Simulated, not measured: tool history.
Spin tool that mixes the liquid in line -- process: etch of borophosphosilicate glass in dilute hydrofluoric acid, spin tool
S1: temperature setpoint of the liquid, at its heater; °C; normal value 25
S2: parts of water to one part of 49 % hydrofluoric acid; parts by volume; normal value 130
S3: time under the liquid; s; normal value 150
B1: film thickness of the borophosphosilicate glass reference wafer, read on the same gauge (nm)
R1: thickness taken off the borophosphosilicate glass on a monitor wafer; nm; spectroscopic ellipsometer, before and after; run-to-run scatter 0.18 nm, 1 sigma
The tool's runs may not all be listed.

{"run": 1, "hour": 0.0, "S1": 25, "S2": 130, "S3": 170, "B1": 29.99, "R1": 43.83}
{"run": 2, "hour": 12.3, "S1": 25, "S2": 130, "S3": 170, "B1": 30.03, "R1": 43.8}
{"run": 3, "hour": 21.1, "S1": 25, "S2": 130, "S3": 190, "B1": 29.95, "R1": 49.29}
{"run": 4, "hour": 29.9, "S1": 25, "S2": 130, "S3": 150, "B1": 30.01, "R1": 39.05}
{"run": 5, "hour": 38.9, "S1": 25, "S2": 130, "S3": 150, "B1": 30.02, "R1": 38.9}
{"run": 6, "hour": 56.6, "S1": 23.5, "S2": 130, "S3": 150, "B1": 30.02, "R1": 36.36}
{"run": 7, "hour": 70.5, "S1": 23.5, "S2": 130, "S3": 150, "B1": 29.96, "R1": 36.79}
{"run": 8, "hour": 79.6, "S1": 27, "S2": 130, "S3": 150, "B1": 29.96, "R1": 42.1}
{"run": 9, "hour": 89.8, "S1": 27, "S2": 130, "S3": 150, "B1": 29.99, "R1": 42.09}
{"run": 10, "hour": 102.0, "S1": 21.5, "S2": 155, "S3": 150, "B1": 29.98, "R1": 27.97}
{"run": 11, "hour": 113.0, "S1": 21.5, "S2": 155, "S3": 150, "B1": 30.01, "R1": 27.66}
{"run": 12, "hour": 121.2, "S1": 21.5, "S2": 155, "S3": 150, "B1": 30.01, "R1": 27.81}
{"run": 13, "hour": 135.1, "S1": 21.5, "S2": 130, "S3": 180, "B1": 30, "R1": 40.61}
{"run": 14, "hour": 141.4, "S1": 25, "S2": 130, "S3": 150, "B1": 30.05, "R1": 38.74}
{"hour": 147.7, "done": "hydrofluoric acid flow meter replaced"}
{"run": 15, "hour": 150.4, "S1": 22, "S2": 85, "S3": 175, "B1": 29.99, "R1": 58.85}
{"run": 16, "hour": 159.7, "S1": 22, "S2": 75, "S3": 125, "B1": 29.99, "R1": 48.87}
{"run": 17, "hour": 170.4, "S1": 23.5, "S2": 195, "S3": 90, "B1": 30.01, "R1": 12.51}
{"hour": 172.5, "done": "thermometer replaced"}
{"run": 18, "hour": 179.4, "S1": 28.5, "S2": 130, "S3": 150, "B1": 30.04, "R1": 39.99}
{"run": 19, "hour": 186.4, "S1": 29, "S2": 185, "S3": 100, "B1": 29.99, "R1": 18.01}
{"hour": 190.3, "done": "gauge calibrated"}
{"run": 20, "hour": 201.2, "S1": 20.5, "S2": 130, "S3": 235, "B1": 29.99, "R1": 46.62}
{"run": 21, "hour": 213.3, "S1": 25, "S2": 130, "S3": 125, "B1": 30.01, "R1": 29.34}
{"run": 22, "hour": 220.0, "S1": 25, "S2": 130, "S3": 170, "B1": 30.03, "R1": 40.44}
{"run": 23, "hour": 231.3, "S1": 25, "S2": 130, "S3": 150, "B1": 29.97, "R1": 35.42}
{"run": 24, "hour": 248.3, "S1": 26.5, "S2": 175, "S3": 235, "B1": 30.01, "R1": 41.64}
{"run": 25, "hour": 256.1, "S1": 25, "S2": 90, "S3": 220, "B1": 29.96, "R1": 79.53}
{"run": 26, "hour": 262.2, "S1": 20, "S2": 130, "S3": 100, "B1": 30.01, "R1": 19.44}
{"run": 27, "hour": 271.9, "S1": 23.5, "S2": 80, "S3": 85, "B1": 30, "R1": 33.12}

Consider 5 possible next runs. They are alternatives, not a sequence: every one starts from the tool as it was left by run 27. What does each give?
{"run": "A", "hour": 272.4, "S1": 25, "S2": 130, "S3": 150, "B1": "?", "R1": "?"}
{"run": "B", "hour": 272.4, "S1": 26.5, "S2": 130, "S3": 150, "B1": "?", "R1": "?"}
{"run": "C", "hour": 272.4, "S1": 25, "S2": 130, "S3": 175, "B1": "?", "R1": "?"}
{"run": "D", "hour": 272.4, "S1": 25, "S2": 85, "S3": 150, "B1": "?", "R1": "?"}
{"run": "E", "hour": 272.4, "S1": 28.5, "S2": 130, "S3": 185, "B1": "?", "R1": "?"}

run=A B1=30.01 R1=35.46
run=B B1=30.01 R1=37.56
run=C B1=30.01 R1=41.38
run=D B1=30.01 R1=57.3
run=E B1=30.01 R1=49.93
What these runs would have given with no unlogged condition in the tool:
run=A R1=34.53
run=B R1=36.56
run=C R1=40.28
run=D R1=55.85
run=E R1=48.6
